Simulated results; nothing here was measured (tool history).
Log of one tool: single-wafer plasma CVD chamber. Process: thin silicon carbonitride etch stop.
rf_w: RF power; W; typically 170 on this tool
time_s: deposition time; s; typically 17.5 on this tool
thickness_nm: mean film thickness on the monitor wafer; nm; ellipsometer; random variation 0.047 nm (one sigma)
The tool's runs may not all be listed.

run   hour  rf_w  time_s  wafers since the last listed run  hours since the last thermocouple change  hours since the last RF generator calibration  hours since the showerhead was replaced  hours since the gauge calibration  read-back reference wafer on the same gauge, thickness_nm  thickness_nm
  1    0.0   170    17.5                                 0                                     820.0                                          848.8                                   3248.0                              639.8                                                      8.273         8.467
      36.7  -- gauge calibrated
  2   40.6   170    17.5                              1017                                     860.6                                          889.4                                   3288.6                                3.9                                                      8.267         8.369
  3   94.1   170    17.5                              1341                                     914.1                                          942.9                                   3342.1                               57.4                                                      8.271         8.369
  4  159.6   170    17.5                              1642                                     979.6                                         1008.4                                   3407.6                              122.9                                                      8.262         8.453
  5  190.7   170    17.5                               779                                    1010.7                                         1039.5                                   3438.7                              154.0                                                      8.267         8.357
  6  240.7   170    17.5                              1253                                    1060.7                                         1089.5                                   3488.7                              204.0                                                      8.256         8.355
  7  291.5   170    17.5                              1273                                    1111.5                                         1140.3                                   3539.5                              254.8                                                      8.276         8.332
  8  338.1   170    17.5                              1168                                    1158.1                                         1186.9                                   3586.1                              301.4                                                      8.251         8.371
     392.8  -- RF generator calibrated
  9  393.3   170    17.5                              1183                                    1213.3                                            0.5                                   3641.3                              356.6                                                      8.265         8.739
     436.8  -- showerhead replaced, of another model than before
 10  447.9   160    17.5                              1168                                    1267.9                                           55.1                                     11.1                              411.2                                                      8.271         8.330
 11  490.9   170    17.5                              1078                                    1310.9                                           98.1                                     54.1                              454.2                                                      8.274         8.701
 12  529.8   170    17.5                               975                                    1349.8                                          137.0                                     93.0                              493.1                                                      8.278         8.702
 13  572.0   190    14.3                              1058                                    1392.0                                          179.2                                    135.2                              535.3                                                      8.268         7.672
     600.1  -- thermocouple changed; heater temperature recalibrated
 14  623.8   170    20.6                              1098                                      23.7                                          231.0                                    187.0                              587.1                                                      8.273        10.158
 15  684.0   205    17.5                              1509                                      83.9                                          291.2                                    247.2                              647.3                                                      8.261         9.863
     723.5  -- gauge calibrated
 16  732.3   145    14.4                              1211                                     132.2                                          339.5                                    295.5                                8.8                                                      8.278         6.039
 17  764.1   140    19.4                               797                                     164.0                                          371.3                                    327.3                               40.6                                                      8.291         7.856
 18  835.0   145    18.7                              1777                                     234.9                                          442.2                                    398.2                              111.5                                                      8.259         7.851
 19  863.6   145    14.4                               717                                     263.5                                          470.8                                    426.8                              140.1                                                      8.275         6.011
 20  917.4   155    14.8                              1348                                     317.3                                          524.6                                    480.6                              193.9                                                      8.256         6.663

What the log doesn't show, run by run:
wafer temperature above the value expected at the setpoint (K): 0 in every run
gauge reads high (%): 0 in every run
H1: delivered RF power above the setpoint (%)
run      H1
  1   -6.73
  2   -7.03
  3   -7.42
  4   -7.89
  5   -8.12
  6   -8.48
  7   -8.85
  8   -9.19
  9  -0.201
 10  -0.597
 11   -0.91
 12   -1.19
 13    -1.5
 14   -1.87
 15   -2.31
 16   -2.66
 17   -2.89
 18   -3.41
 19   -3.61
 20   -4.01
